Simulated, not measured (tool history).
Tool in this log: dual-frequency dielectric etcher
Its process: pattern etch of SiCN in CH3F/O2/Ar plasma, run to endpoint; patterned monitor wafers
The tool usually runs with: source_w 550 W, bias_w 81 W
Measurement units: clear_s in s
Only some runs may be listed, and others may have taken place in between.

run   hour  source_w  bias_w  wafers since the last listed run  hours since the last wet clean  hours since the last source power generator calibration  hours since the last bias power generator calibration  hours since the last upper electrode change  incoming incoming film thickness, nm  clear_s
  1      0       550      81                                 0                           360.9                                                   1785.6                                                 2397.9                                       4807.6                                  11.8       24
  2   36.2       550      81                               473                           397.1                                                   1821.8                                                 2434.1                                       4843.8                                  11.8     23.9
  3   78.3       450      81                               550                           439.2                                                   1863.9                                                 2476.2                                       4885.9                                 11.73     25.6
  4  107.7       450      81                               384                           468.6                                                   1893.3                                                 2505.6                                       4915.3                                 11.78     25.4
  5  172.8       600      81                               851                           533.7                                                   1958.4                                                 2570.7                                       4980.4                                  11.8       23
  6  231.2       600      81                               764                           592.1                                                   2016.8                                                 2629.1                                       5038.8                                 11.79     22.8
  7    267       600      81                               468                           627.9                                                   2052.6                                                 2664.9                                       5074.6                                 11.76     22.5
     334.5  -- upper electrode replaced
     341.1  -- wet clean of the chamber
     399.9  -- source power generator calibrated
  8  439.6       470      70                              1805                            98.5                                                     39.7                                                 2837.5                                        105.1                                 11.79     27.1
     499.3  -- bias power generator calibrated
  9  499.8       660      81                               735                           158.7                                                     99.9                                                    0.5                                        165.3                                 11.71     22.6
 10  544.4       460      99                               583                           203.3                                                    144.5                                                   45.1                                        209.9                                 11.83     24.5
 11  580.1       610      69                               467                             239                                                    180.2                                                   80.8                                        245.6                                 11.82     24.7
 12  647.1       550     100                               876                             306                                                    247.2                                                  147.8                                        312.6                                 11.72     22.3
 13  713.9       650      89                               873                           372.8                                                      314                                                  214.6                                        379.4                                 11.74     21.7
 14  781.8       550      81                               888                           440.7                                                    381.9                                                  282.5                                        447.3                                 11.82     23.8

5 options for the next run, each taken on its own from the tool as it stands now. Forecast them:
  A  782.2       550      81                                 5                           441.1                                                    382.3                                                  282.9                                        447.7                                  11.9        ?
  B  782.2       630      91                                 5                           441.1                                                    382.3                                                  282.9                                        447.7                                  11.9        ?
  C  782.2       660      98                                 5                           441.1                                                    382.3                                                  282.9                                        447.7                                  11.9        ?
  D  782.2       480      81                                 5                           441.1                                                    382.3                                                  282.9                                        447.7                                  11.9        ?
  E  782.2       650      88                                 5                           441.1                                                    382.3                                                  282.9                                        447.7                                  11.9        ?

run  clear_s
  A     24.1
  B     22.1
  C     21.2
  D     25.3
  E       22
With the hidden condition removed and each run's random variation left untouched, the same runs would have given:
run  clear_s
  A     25.1
  B       23
  C       22
  D     26.3
  E       23

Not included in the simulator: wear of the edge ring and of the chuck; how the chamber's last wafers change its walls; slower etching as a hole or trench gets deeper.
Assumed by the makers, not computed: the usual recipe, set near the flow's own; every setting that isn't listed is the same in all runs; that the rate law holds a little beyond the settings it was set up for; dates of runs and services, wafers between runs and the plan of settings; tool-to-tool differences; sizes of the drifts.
